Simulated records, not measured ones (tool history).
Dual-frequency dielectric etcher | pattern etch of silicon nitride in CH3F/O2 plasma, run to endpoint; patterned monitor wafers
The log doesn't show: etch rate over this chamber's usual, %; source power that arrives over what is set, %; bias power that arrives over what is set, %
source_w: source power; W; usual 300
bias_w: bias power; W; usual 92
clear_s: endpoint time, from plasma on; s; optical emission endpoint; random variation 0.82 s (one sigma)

run    hour  source_w  bias_w  wafers since the last listed run  hours since the last wet clean  hours since the last source power generator calibration  hours since the last bias power generator calibration  hours since the last upper electrode change  incoming incoming film thickness, nm  clear_s
  1       0       300      77                                 0                            23.9                                                   1035.9                                                 2160.7                                       1229.6                                  94.5      104
  2    88.1       300      92                               374                             112                                                     1124                                                 2248.8                                       1317.7                                  94.2     98.5
  3   187.4       300      92                               421                           211.3                                                   1223.3                                                 2348.1                                         1417                                  95.2     98.8
  4   405.7       300      92                               927                           429.6                                                   1441.6                                                 2566.4                                       1635.3                                  94.1     95.4
  5   449.2       260      92                               184                           473.1                                                   1485.1                                                 2609.9                                       1678.8                                  94.4      100
  6   531.7       260      92                               350                           555.6                                                   1567.6                                                 2692.4                                       1761.3                                    94     98.9
  7   614.2       260      92                               350                           638.1                                                   1650.1                                                 2774.9                                       1843.8                                  94.4     97.6
      663.3  -- wet clean of the chamber
  8     686       300      92                               202                            22.7                                                   1721.9                                                 2846.7                                       1915.6                                  94.3     98.6
  9   724.8       300      92                               164                            61.5                                                   1760.7                                                 2885.5                                       1954.4                                  93.6     96.6
 10     768       300     103                               183                           104.7                                                   1803.9                                                 2928.7                                       1997.6                                  94.2     94.1
 11  1076.7       260     109                              1310                           413.4                                                   2112.6                                                 3237.4                                       2306.3                                  94.5     94.3
 12  1146.5       320     103                               296                           483.2                                                   2182.4                                                 3307.2                                       2376.1                                  94.6     90.4
 13  1199.9       320     103                               226                           536.6                                                   2235.8                                                 3360.6                                       2429.5                                  94.2     90.8
 14  1273.9       360      92                               314                           610.6                                                   2309.8                                                 3434.6                                       2503.5                                  94.1     89.1
     1295.2  -- source power generator calibrated
     1383.1  -- bias power generator calibrated
     1463.4  -- wet clean of the chamber
     1614.5  -- upper electrode replaced
 15    1615       360      92                              1210                           151.6                                                    319.8                                                  231.9                                          0.5                                  94.2     91.9
 16  1693.9       270     109                               335                           230.5                                                    398.7                                                  310.8                                         79.4                                  94.3     94.3
 17  1783.2       300      92                               379                           319.8                                                      488                                                  400.1                                        168.7                                  94.3       98
 18  1825.2       300     102                               178                           361.8                                                      530                                                  442.1                                        210.7                                  93.4     92.3
 19  1899.3       360      82                               314                           435.9                                                    604.1                                                  516.2                                        284.8                                  94.6     93.1
 20  1974.3       370     114                               318                           510.9                                                    679.1                                                  591.2                                        359.8                                  94.8     83.8
 21  2048.9       250      99                               316                           585.5                                                    753.7                                                  665.8                                        434.4                                  94.9     97.1
 22  2121.8       360     109                               309                           658.4                                                    826.6                                                  738.7                                        507.3                                  94.2     84.7
 23  2201.4       230     101                               338                             738                                                    906.2                                                  818.3                                        586.9                                  94.9     99.8
     2283.5  -- wet clean of the chamber
 24  2471.5       300      92                              1045                             188                                                   1176.3                                                 1088.4                                          857                                  95.1       98
 25  2519.8       360      82                               205                           236.3                                                   1224.6                                                 1136.7                                        905.3                                  94.8     95.6
 26  2567.8       270     103                               203                           284.3                                                   1272.6                                                 1184.7                                        953.3                                  93.8     95.1
 27  2669.1       380     111                               430                           385.6                                                   1373.9                                                   1286                                       1054.6                                  95.2     84.4
 28  2767.2       340      80                               416                           483.7                                                     1472                                                 1384.1                                       1152.7                                  95.4     96.5
 29  2953.4       260     112                               790                           669.9                                                   1658.2                                                 1570.3                                       1338.9                                  93.3       91
     3044.7  -- wet clean of the chamber
 30  3045.2       300     114                               287                             0.5                                                     1750                                                 1662.1                                       1430.7                                  94.3     92.3
 31  3078.9       220      83                               143                            34.2                                                   1783.7                                                 1695.8                                       1464.4                                    95    112.4
 32  3180.2       270      92                               430                           135.5                                                     1885                                                 1797.1                                       1565.7                                  94.9    101.4
 33  3256.6       300      92                               324                           211.9                                                   1961.4                                                 1873.5                                       1642.1                                    95     97.8
 34  3292.7       370     101                               153                             248                                                   1997.5                                                 1909.6                                       1678.2                                  93.9     88.3
 35  3375.7       330      92                               352                             331                                                   2080.5                                                 1992.6                                       1761.2                                  95.2     95.7

4 ways to go on from here, each from the tool as it stands after run 35. What would each give?
  A  3376.2       300      92                                 2                           331.5                                                     2081                                                 1993.1                                       1761.7                                  93.8        ?
  B  3376.2       350      92                                 2                           331.5                                                     2081                                                 1993.1                                       1761.7                                  93.8        ?
  C  3376.2       230     104                                 2                           331.5                                                     2081                                                 1993.1                                       1761.7                                  93.8        ?
  D  3376.2       300     111                                 2                           331.5                                                     2081                                                 1993.1                                       1761.7                                  93.8        ?

run  clear_s
  A     95.4
  B     91.1
  C       99
  D     89.7
Without the tool's hidden state the same runs would have given:
run  clear_s
  A     96.8
  B     92.4
  C    100.4
  D       91
